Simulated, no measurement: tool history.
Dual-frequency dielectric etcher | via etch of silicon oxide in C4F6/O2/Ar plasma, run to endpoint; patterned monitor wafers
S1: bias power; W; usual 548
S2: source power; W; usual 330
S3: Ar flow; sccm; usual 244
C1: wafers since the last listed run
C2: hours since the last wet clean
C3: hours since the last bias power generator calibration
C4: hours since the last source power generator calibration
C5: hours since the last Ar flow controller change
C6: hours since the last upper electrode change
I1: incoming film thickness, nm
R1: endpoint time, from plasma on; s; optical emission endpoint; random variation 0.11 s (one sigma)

run,hour,S1,S2,S3,C1,C2,C3,C4,C5,C6,I1,R1
1,0.0,548,270,199,0,358.0,4970.3,1648.8,4686.3,4631.8,61.4,14.9
2,26.0,548,270,199,441,384.0,4996.3,1674.8,4712.3,4657.8,62.2,15.0
3,40.6,548,270,199,248,398.6,5010.9,1689.4,4726.9,4672.4,62.4,14.9
4,107.6,548,330,244,1138,465.6,5077.9,1756.4,4793.9,4739.4,62.1,14.3
5,151.7,548,330,244,749,509.7,5122.0,1800.5,4838.0,4783.5,61.7,14.7
6,181.7,548,330,244,509,539.7,5152.0,1830.5,4868.0,4813.5,61.8,14.6
7,275.0,548,330,244,1586,633.0,5245.3,1923.8,4961.3,4906.8,61.3,14.8
# hour 303.2: wet clean of the chamber
8,307.9,548,330,244,151,4.7,5278.2,1956.7,4994.2,4939.7,61.8,14.1
# hour 320.0: bias power generator calibrated
9,340.7,548,330,244,489,37.5,20.7,1989.5,5027.0,4972.5,61.7,14.1
10,368.4,548,330,244,470,65.2,48.4,2017.2,5054.7,5000.2,62.8,14.2
11,383.7,548,330,244,260,80.5,63.7,2032.5,5070.0,5015.5,62.4,14.1
12,396.5,548,330,244,217,93.3,76.5,2045.3,5082.8,5028.3,62.4,14.1
13,414.4,548,330,244,304,111.2,94.4,2063.2,5100.7,5046.2,61.7,13.9
14,430.7,548,330,244,277,127.5,110.7,2079.5,5117.0,5062.5,61.9,14.3
# hour 460.3: upper electrode replaced
15,466.1,676,390,244,193,162.9,146.1,2114.9,5152.4,5.8,62.1,12.2
16,495.9,548,330,244,506,192.7,175.9,2144.7,5182.2,35.6,62.3,14.0
# hour 512.5: Ar flow controller replaced
# hour 521.3: source power generator calibrated
17,527.8,548,330,244,372,224.6,207.8,6.5,15.3,67.5,61.9,14.4
18,560.6,438,380,273,557,257.4,240.6,39.3,48.1,100.3,61.8,15.3
19,587.5,548,330,244,457,284.3,267.5,66.2,75.0,127.2,62.7,14.4
20,675.7,548,250,214,1499,372.5,355.7,154.4,163.2,215.4,62.4,15.4
21,701.9,460,360,281,445,398.7,381.9,180.6,189.4,241.6,61.4,15.6
22,781.4,548,330,283,1351,478.2,461.4,260.1,268.9,321.1,61.7,14.7
23,794.6,593,330,270,224,491.4,474.6,273.3,282.1,334.3,61.6,14.1
24,825.6,482,400,292,526,522.4,505.6,304.3,313.1,365.3,61.7,14.8
25,844.5,608,370,288,321,541.3,524.5,323.2,332.0,384.2,61.7,13.7
# hour 900.0: wet clean of the chamber
26,900.5,483,330,269,543,0.5,580.5,379.2,388.0,440.2,61.5,15.4
27,905.4,424,290,207,83,5.4,585.4,384.1,392.9,445.1,62.4,16.5
28,928.2,548,330,244,387,28.2,608.2,406.9,415.7,467.9,61.9,14.2

Some steps in R1 between neighbouring runs. How much of each would the tool show without its hidden state too (settings, what came in, random variation), and how much is left for the hidden state, with any gauge scatter that isn't in both results?
The hidden state here: etch rate over this chamber's usual, %; bias power that arrives over what is set, %; source power that arrives over what is set, %; Ar flow that arrives over what is set, %.
Run 7 -> 8: wet clean of the chamber. R1 -0.7 s: hidden state -0.7, all else +0.0.
Run 14 -> 15: S1 548 -> 676, S2 330 -> 390, upper electrode replaced. R1 -2.1 s: hidden state +0.0, all else -2.1.
Run 25 -> 26: S1 608 -> 483, S2 370 -> 330, S3 288 -> 269, wet clean of the chamber. R1 +1.7 s: hidden state -0.4, all else +2.1.
Run 27 -> 28: S1 424 -> 548, S2 290 -> 330, S3 207 -> 244. R1 -2.3 s: hidden state +0.0, all else -2.3.
